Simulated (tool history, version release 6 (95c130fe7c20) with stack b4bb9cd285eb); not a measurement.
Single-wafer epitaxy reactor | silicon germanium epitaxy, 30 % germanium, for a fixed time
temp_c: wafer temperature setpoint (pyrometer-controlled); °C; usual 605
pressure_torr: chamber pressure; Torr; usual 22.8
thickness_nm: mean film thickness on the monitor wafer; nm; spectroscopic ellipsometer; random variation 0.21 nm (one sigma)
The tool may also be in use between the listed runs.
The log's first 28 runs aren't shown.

run	hour	temp_c	pressure_torr	read-back reference wafer on the same gauge, thickness_nm	thickness_nm
29	343.5	605	28.2	77.646	74.2
30	358.7	605	22.8	77.687	69.45
31	372.5	611	17.9	77.69	72.996
32	386.3	605	21.2	77.766	67.885
33	393.7	609	20.5	77.759	72.726
34	404.2	600	24.2	77.797	63.903
35	414	610	19.6	77.71	73.224
36	428	597	26.2	77.628	61.33

Forecast each of these 3 alternatives for the next run:
A	428.4	605	22.8	?	?
B	428.4	609	18	?	?
C	428.4	595	17.5	?	?

run	read-back reference wafer on the same gauge, thickness_nm	thickness_nm
A	77.769	69.439
B	77.769	69.951
C	77.769	51.885
Without the tool's hidden state the same runs would have given:
run	thickness_nm
A	68.757
B	69.271
C	51.362

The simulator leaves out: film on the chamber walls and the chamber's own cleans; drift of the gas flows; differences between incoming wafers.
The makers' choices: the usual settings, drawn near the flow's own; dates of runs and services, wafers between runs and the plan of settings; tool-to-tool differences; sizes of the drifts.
